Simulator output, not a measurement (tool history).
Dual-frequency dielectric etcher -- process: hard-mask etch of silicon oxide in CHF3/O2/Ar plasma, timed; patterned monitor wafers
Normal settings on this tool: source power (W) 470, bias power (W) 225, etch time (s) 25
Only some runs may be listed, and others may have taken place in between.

run	hour	source power (W)	bias power (W)	etch time (s)	wafers since the last listed run	hours since the last wet clean	hours since the last source power generator calibration	hours since the last bias power generator calibration	hours since the last upper electrode change	hours since the gauge calibration	read-back reference wafer on the same gauge, depth_nm	mean etch depth across the wafer (angstrom)
1	0	470	269	25	0	97.8	4071.4	3390	5090.3	173.3	52.59	564.4
2	107.6	470	269	25	1539	205.4	4179	3497.6	5197.9	280.9	52.61	563.7
3	134.8	470	193	25	389	232.6	4206.2	3524.8	5225.1	308.1	52.62	489.5
4	193.4	470	193	25	838	291.2	4264.8	3583.4	5283.7	366.7	52.61	487.3
# hour 253.2: wet clean of the chamber
5	264.5	470	193	25	673	11.3	4335.9	3654.5	5354.8	437.8	52.62	493.8
6	311.8	470	225	25	676	58.6	4383.2	3701.8	5402.1	485.1	52.58	524.6
7	378.2	470	225	25	949	125	4449.6	3768.2	5468.5	551.5	52.6	523.3
8	440.5	470	225	25	891	187.3	4511.9	3830.5	5530.8	613.8	52.61	521.7
9	468.4	470	225	25	399	215.2	4539.8	3858.4	5558.7	641.7	52.59	522.3
10	495.5	470	225	25	387	242.3	4566.9	3885.5	5585.8	668.8	52.62	520.5
# hour 524.3: gauge calibrated
11	539	470	225	25	622	285.8	4610.4	3929	5629.3	14.7	52.59	520.5
# hour 575.9: bias power generator calibrated
# hour 576.2: wet clean of the chamber
# hour 713.5: source power generator calibrated
12	748.3	550	248	29	2874	172.1	34.8	172.4	5838.6	224	52.6	659.2
13	795.9	470	225	25	680	219.7	82.4	220	5886.2	271.6	52.62	513.9
# hour 848.7: upper electrode replaced
14	866.2	500	258	31	662	290	152.7	290.3	17.5	341.9	52.6	687.4
15	921.9	470	225	22.5	796	345.7	208.4	346	73.2	397.6	52.58	460.5
# hour 974.1: wet clean of the chamber
16	984.8	370	248	25	556	10.7	271.3	408.9	136.1	460.5	52.63	496.8
17	1036.4	370	243	31.5	738	62.3	322.9	460.5	187.7	512.1	52.59	615.9
18	1096.3	470	225	25	856	122.2	382.8	520.4	247.6	572	52.58	515.4
19	1130.9	470	225	25	494	156.8	417.4	555	282.2	606.6	52.61	516.4
20	1210.4	440	195	27.5	1137	236.3	496.9	634.5	361.7	686.1	52.62	519

Run 21 comes next. What will it give?
# hour 1223: gauge calibrated
21	1256.5	350	205	25	659	282.4	543	680.6	407.8	33.5	?	?

{"run 21": {"read-back reference wafer on the same gauge, depth_nm": 52.58, "mean etch depth across the wafer (angstrom)": 443.3}}
Without the tool's hidden state the same run would have given mean etch depth across the wafer (angstrom) 448.3.

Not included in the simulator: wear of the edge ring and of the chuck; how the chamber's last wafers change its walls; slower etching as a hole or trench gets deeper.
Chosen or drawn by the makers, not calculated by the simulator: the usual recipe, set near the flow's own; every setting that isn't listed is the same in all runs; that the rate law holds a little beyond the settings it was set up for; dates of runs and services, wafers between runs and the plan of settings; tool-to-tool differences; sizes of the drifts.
